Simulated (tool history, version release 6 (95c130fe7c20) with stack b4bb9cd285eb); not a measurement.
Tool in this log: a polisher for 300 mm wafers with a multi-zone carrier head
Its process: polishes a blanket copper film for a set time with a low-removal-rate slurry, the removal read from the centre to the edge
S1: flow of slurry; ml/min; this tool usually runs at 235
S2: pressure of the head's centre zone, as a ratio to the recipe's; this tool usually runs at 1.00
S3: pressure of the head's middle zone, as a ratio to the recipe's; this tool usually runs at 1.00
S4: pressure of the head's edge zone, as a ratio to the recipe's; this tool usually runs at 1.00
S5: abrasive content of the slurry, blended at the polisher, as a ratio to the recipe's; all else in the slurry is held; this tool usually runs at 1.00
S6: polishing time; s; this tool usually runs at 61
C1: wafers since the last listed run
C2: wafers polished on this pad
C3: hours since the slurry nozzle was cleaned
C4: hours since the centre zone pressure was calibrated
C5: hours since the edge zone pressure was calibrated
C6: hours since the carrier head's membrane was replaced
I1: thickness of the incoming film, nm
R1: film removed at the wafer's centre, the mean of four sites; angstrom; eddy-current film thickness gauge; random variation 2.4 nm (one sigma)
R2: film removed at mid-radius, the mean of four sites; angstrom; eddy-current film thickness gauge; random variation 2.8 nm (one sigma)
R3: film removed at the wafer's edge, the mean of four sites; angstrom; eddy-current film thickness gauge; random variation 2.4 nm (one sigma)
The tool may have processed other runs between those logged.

| run | hour | S1 | S2 | S3 | S4 | S5 | S6 | C1 | C2 | C3 | C4 | C5 | C6 | I1 | R1 | R2 | R3 |
|---|---|---|---|---|---|---|---|---|---|---|---|---|---|---|---|---|---|
| 1 | 0.0 | 235 | 1.00 | 1.00 | 1.00 | 1.00 | 61 | 0 | 182 | 642.2 | 21.6 | 1350.2 | 1664.2 | 832.9 | 1875 | 1857 | 1806 |
| 2 | 17.1 | 235 | 1.00 | 0.96 | 1.00 | 1.25 | 61 | 198 | 381 | 659.3 | 38.7 | 1367.3 | 1681.3 | 835.2 | 1991 | 1853 | 1903 |
| 3 | 27.3 | 235 | 1.00 | 1.00 | 1.09 | 1.00 | 61 | 118 | 499 | 669.5 | 48.9 | 1377.5 | 1691.5 | 830.4 | 1862 | 1884 | 1839 |
| 4 | 37.0 | 235 | 1.00 | 1.00 | 1.00 | 0.75 | 46 | 112 | 612 | 679.2 | 58.6 | 1387.2 | 1701.2 | 828.6 | 1294 | 1266 | 1253 |
| 5 | 50.9 | 235 | 1.00 | 0.93 | 0.95 | 0.75 | 66 | 161 | 773 | 693.1 | 72.5 | 1401.1 | 1715.1 | 814.3 | 1842 | 1775 | 1731 |
|  | 57.2 | slurry nozzle cleaned |
| 6 | 61.8 | 235 | 1.00 | 1.09 | 1.06 | 1.00 | 61 | 114 | 888 | 4.6 | 83.4 | 1412.0 | 1726.0 | 831.8 | 1845 | 1996 | 1823 |
|  | 70.3 | edge zone pressure recalibrated |
| 7 | 75.7 | 185 | 1.00 | 1.09 | 1.00 | 1.00 | 61 | 138 | 1027 | 18.5 | 97.3 | 5.4 | 1739.9 | 829.6 | 1865 | 1916 | 1760 |
|  | 105.7 | carrier head's membrane replaced by a new one |
| 8 | 106.2 | 175 | 1.00 | 1.00 | 1.08 | 1.25 | 43 | 296 | 1323 | 49.0 | 127.8 | 35.9 | 0.5 | 824.0 | 1348 | 1312 | 1338 |
|  | 111.2 | worn pad replaced by a new one |
| 9 | 114.2 | 235 | 0.93 | 1.12 | 1.07 | 0.70 | 61 | 46 | 34 | 57.0 | 135.8 | 43.9 | 8.5 | 824.4 | 1614 | 1803 | 1676 |
| 10 | 121.7 | 235 | 1.00 | 1.00 | 1.00 | 1.00 | 61 | 87 | 122 | 64.5 | 143.3 | 51.4 | 16.0 | 841.4 | 1888 | 1861 | 1748 |
| 11 | 158.7 | 235 | 1.11 | 0.96 | 1.00 | 0.85 | 61 | 429 | 551 | 101.5 | 180.3 | 88.4 | 53.0 | 833.6 | 1927 | 1729 | 1699 |
| 12 | 173.5 | 235 | 1.00 | 1.09 | 1.00 | 1.00 | 71 | 171 | 723 | 116.3 | 195.1 | 103.2 | 67.8 | 827.0 | 2230 | 2260 | 2116 |
| 13 | 186.9 | 235 | 1.00 | 1.00 | 1.00 | 1.00 | 61 | 155 | 879 | 129.7 | 208.5 | 116.6 | 81.2 | 827.0 | 1849 | 1804 | 1781 |
| 14 | 200.0 | 235 | 1.00 | 1.00 | 1.00 | 1.00 | 61 | 152 | 1031 | 142.8 | 221.6 | 129.7 | 94.3 | 829.8 | 1909 | 1873 | 1805 |
| 15 | 209.0 | 270 | 0.90 | 1.05 | 1.00 | 1.00 | 44 | 104 | 1135 | 151.8 | 230.6 | 138.7 | 103.3 | 832.1 | 1282 | 1414 | 1298 |
|  | 215.6 | worn pad replaced by a new one |
| 16 | 223.4 | 190 | 1.00 | 1.12 | 1.00 | 1.00 | 61 | 120 | 90 | 166.2 | 245.0 | 153.1 | 117.7 | 826.3 | 1866 | 1953 | 1703 |
| 17 | 236.4 | 215 | 1.00 | 1.00 | 1.00 | 1.00 | 61 | 150 | 241 | 179.2 | 258.0 | 166.1 | 130.7 | 830.0 | 1882 | 1835 | 1806 |
| 18 | 245.5 | 285 | 1.00 | 0.94 | 0.95 | 1.25 | 61 | 105 | 346 | 188.3 | 267.1 | 175.2 | 139.8 | 829.0 | 2065 | 1973 | 1913 |
| 19 | 251.8 | 235 | 1.09 | 1.00 | 1.00 | 1.00 | 49 | 73 | 420 | 194.6 | 273.4 | 181.5 | 146.1 | 832.4 | 1680 | 1478 | 1434 |
| 20 | 266.4 | 235 | 1.11 | 1.00 | 1.00 | 1.00 | 61 | 169 | 589 | 209.2 | 288.0 | 196.1 | 160.7 | 836.9 | 2111 | 1876 | 1778 |
| 21 | 294.9 | 235 | 1.00 | 1.00 | 1.00 | 1.00 | 61 | 330 | 920 | 237.7 | 316.5 | 224.6 | 189.2 | 836.0 | 1915 | 1829 | 1797 |
| 22 | 312.0 | 235 | 0.96 | 1.00 | 1.00 | 1.25 | 61 | 198 | 1119 | 254.8 | 333.6 | 241.7 | 206.3 | 816.9 | 1952 | 1928 | 1901 |

Each run again, without the hidden state but with its own random variation kept:
Hidden state at play: removal rate lost through wear of the pad, %; slurry flow missing at the pad, %; deviation of the centre zone's pressure from its setpoint, %; deviation of the edge zone's pressure from its setpoint, %.
| run | R1 |
|---|---|
| 1 | 1861 |
| 2 | 1970 |
| 3 | 1840 |
| 4 | 1277 |
| 5 | 1814 |
| 6 | 1814 |
| 7 | 1831 |
| 8 | 1318 |
| 9 | 1576 |
| 10 | 1842 |
| 11 | 1870 |
| 12 | 2159 |
| 13 | 1787 |
| 14 | 1841 |
| 15 | 1235 |
| 16 | 1794 |
| 17 | 1807 |
| 18 | 1980 |
| 19 | 1609 |
| 20 | 2019 |
| 21 | 1824 |
| 22 | 1854 |
R2: within 1 angstrom of the measured result in every run.
R3: unchanged from measured in all runs.
